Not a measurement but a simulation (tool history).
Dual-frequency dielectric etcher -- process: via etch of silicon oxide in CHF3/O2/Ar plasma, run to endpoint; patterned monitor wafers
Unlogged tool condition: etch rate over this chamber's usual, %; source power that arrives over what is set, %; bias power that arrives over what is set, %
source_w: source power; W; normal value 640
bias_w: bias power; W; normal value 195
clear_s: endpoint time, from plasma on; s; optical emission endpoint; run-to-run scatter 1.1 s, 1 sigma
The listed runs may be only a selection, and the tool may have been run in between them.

run,hour,source_w,bias_w,wafers since the last listed run,hours since the last wet clean,hours since the last source power generator calibration,hours since the last bias power generator calibration,hours since the last upper electrode change,"incoming incoming film thickness, nm",clear_s
1,0,730,195,0,0.5,1305.1,3113.3,6166.7,486,223.7
2,40.6,730,195,193,41.1,1345.7,3153.9,6207.3,487,223.3
3,86.6,540,195,219,87.1,1391.7,3199.9,6253.3,483.2,236.9
4,154.7,640,229,325,155.2,1459.8,3268,6321.4,493,215.8
5,193.1,640,195,183,193.6,1498.2,3306.4,6359.8,482.9,229.3
6,233.1,640,195,190,233.6,1538.2,3346.4,6399.8,484.4,226.8
# hour 266.1: source power generator calibrated
7,292.9,720,195,266,293.4,26.8,3406.2,6459.6,485.4,219.7
# hour 336.7: upper electrode replaced
8,352,720,195,167,352.5,85.9,3465.3,15.3,487.2,223.8
9,384,720,195,152,384.5,117.9,3497.3,47.3,488.2,221.2
10,419.6,640,180,169,420.1,153.5,3532.9,82.9,483.7,233.7
11,455.1,640,180,169,455.6,189,3568.4,118.4,491.2,236.2
12,494.1,640,161,186,494.6,228,3607.4,157.4,487.1,246.1
13,539.5,640,195,216,540,273.4,3652.8,202.8,480.9,222.8
# hour 570.5: wet clean of the chamber
14,575.8,510,195,58,5.3,309.7,3689.1,239.1,487.7,241.9
15,639.6,730,160,304,69.1,373.5,3752.9,302.9,486.8,243.5
16,684.3,590,236,213,113.8,418.2,3797.6,347.6,482.2,211.8
17,755.4,500,161,339,184.9,489.3,3868.7,418.7,488.4,264.7
18,805.9,640,195,241,235.4,539.8,3919.2,469.2,489.4,229.2
19,850.7,560,173,213,280.2,584.6,3964,514,485.1,247.2
20,910.8,530,195,286,340.3,644.7,4024.1,574.1,491.4,240.3
21,970.4,710,195,284,399.9,704.3,4083.7,633.7,493.1,223.6
22,1031.1,600,160,289,460.6,765,4144.4,694.4,483.4,249.7
# hour 1059.2: wet clean of the chamber
# hour 1067.5: bias power generator calibrated
23,1094.9,640,149,170,35.7,828.8,27.4,758.2,487.4,263.3
24,1121.3,530,234,125,62.1,855.2,53.8,784.6,487.3,220
25,1165.7,640,229,211,106.5,899.6,98.2,829,484.5,213.1
26,1221.4,640,195,265,162.2,955.3,153.9,884.7,482.5,228.9
27,1270.9,750,230,236,211.7,1004.8,203.4,934.2,490,207.7
28,1322.9,640,195,248,263.7,1056.8,255.4,986.2,486.3,228
29,1368.7,510,219,218,309.5,1102.6,301.2,1032,485.1,226.6
30,1430.7,640,153,295,371.5,1164.6,363.2,1094,484.8,253.8
31,1475.2,490,242,212,416,1209.1,407.7,1138.5,485.8,218
32,1541.6,510,170,316,482.4,1275.5,474.1,1204.9,483.5,254.4
33,1574.8,720,162,158,515.6,1308.7,507.3,1238.1,486.6,240.3
# hour 1630.8: wet clean of the chamber
34,1631.3,640,195,155,0.5,1365.2,563.8,1294.6,480.2,228.2
35,1656.5,580,195,120,25.7,1390.4,589,1319.8,483.6,233.9
36,1693.7,500,228,177,62.9,1427.6,626.2,1357,484,223.5

Hidden condition of the tool, last listed run before each entry between runs versus first listed run after:
Runs 6 to 7: source power generator calibrated (hour 266.1)
  etch rate over this chamber's usual, %: 1.19 -> 1.46
  difference, measured minus the result without the unlogged condition, clear_s: -2.7 -> -3.2 s
Runs 7 to 8: upper electrode replaced (hour 336.7)
  etch rate over this chamber's usual, %: 1.46 -> 1.72
  difference, measured minus the result without the unlogged condition, clear_s: -3.2 -> -3.8 s
Runs 13 to 14: wet clean of the chamber (hour 570.5)
  etch rate over this chamber's usual, %: 2.55 -> 0.362
  difference, measured minus the result without the unlogged condition, clear_s: -5.7 -> -0.9 s
Runs 22 to 23: wet clean of the chamber (hour 1059.2); bias power generator calibrated (hour 1067.5)
  etch rate over this chamber's usual, %: 2.38 -> 0.0739
  difference, measured minus the result without the unlogged condition, clear_s: -6 -> -0.2 s
Runs 33 to 34: wet clean of the chamber (hour 1630.8)
  etch rate over this chamber's usual, %: 2.21 -> 0.235
  difference, measured minus the result without the unlogged condition, clear_s: -5.3 -> -0.5 s

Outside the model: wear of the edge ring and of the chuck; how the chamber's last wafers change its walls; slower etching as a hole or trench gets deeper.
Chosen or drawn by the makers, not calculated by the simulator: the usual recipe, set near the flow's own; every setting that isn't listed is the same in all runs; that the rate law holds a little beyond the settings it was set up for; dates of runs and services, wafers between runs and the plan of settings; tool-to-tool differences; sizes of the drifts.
